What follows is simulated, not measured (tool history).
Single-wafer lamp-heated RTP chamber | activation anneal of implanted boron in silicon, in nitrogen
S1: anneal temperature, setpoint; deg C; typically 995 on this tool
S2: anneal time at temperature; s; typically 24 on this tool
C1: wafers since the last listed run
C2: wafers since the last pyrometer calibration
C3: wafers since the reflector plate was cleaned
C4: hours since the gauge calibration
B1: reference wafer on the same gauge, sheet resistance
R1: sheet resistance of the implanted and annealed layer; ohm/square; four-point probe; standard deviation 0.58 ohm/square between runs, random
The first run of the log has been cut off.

run	day	S1	S2	C1	C2	C3	C4	B1	R1
2	3.875	1005	28	1572	4272	7206	416.3	79.42	91.56
# day 4.929: reflector plate cleaned
3	7.154	1005	28	1195	5467	902	495	79.57	94.54
4	9.192	983	24	826	6294	1729	543.9	79.62	102.88
5	11.179	983	24	806	7100	2535	591.6	79.53	101.14
# day 12.008: pyrometer window cleaned and pyrometer calibrated
6	13.6	995	19	847	646	3382	649.7	79.6	97.03
7	18.038	995	32	1800	2446	5182	756.2	79.59	94.33
8	22.446	995	32	1788	4235	6971	862	79.62	94.84
# day 23.608: reflector plate cleaned
9	24.938	995	32	875	5111	538	921.8	79.52	95.71
10	26.975	988	19	826	5937	1365	970.7	79.71	101.04
# day 29.683: pyrometer window cleaned and pyrometer calibrated
11	30.396	995	16	1252	289	2618	1052.8	79.75	98.55
12	32.712	995	16	939	1229	3558	1108.4	79.55	98.69
13	39.492	995	27	2750	3979	6308	1271.1	79.6	94.28
# day 40.154: reflector plate cleaned
14	41.179	995	27	549	4529	415	1311.6	79.64	97.43
15	44.883	995	27	1502	6032	1918	1400.5	79.83	97.09
16	48.45	995	35	1447	7479	3365	1486.1	79.61	95.32
# day 49.446: pyrometer window cleaned and pyrometer calibrated
17	52.696	995	24	1587	1318	4952	1588	79.61	96.67
18	55.812	966	24	1264	2583	6217	1662.8	79.62	110.67
# day 57.65: reflector plate cleaned
19	59.488	995	24	1355	3939	745	1751	79.7	97.54
20	62.367	971	32	1168	5107	1913	1820.1	79.51	108.4
21	64.138	1010	31	718	5825	2632	1862.6	79.59	92.75
22	66.325	995	24	887	6713	3520	1915.1	79.64	95.59

Expected results for the next run?
# day 70.229: gauge calibrated
# day 70.375: pyrometer window cleaned and pyrometer calibrated
23	70.538	995	11	1573	66	5094	7.4	?	?

For run 23 the tool returned B1 79.62, R1 99.58 ohm/square.
Minus the tool's unlogged condition, the same run would have read R1 101.97 ohm/square.
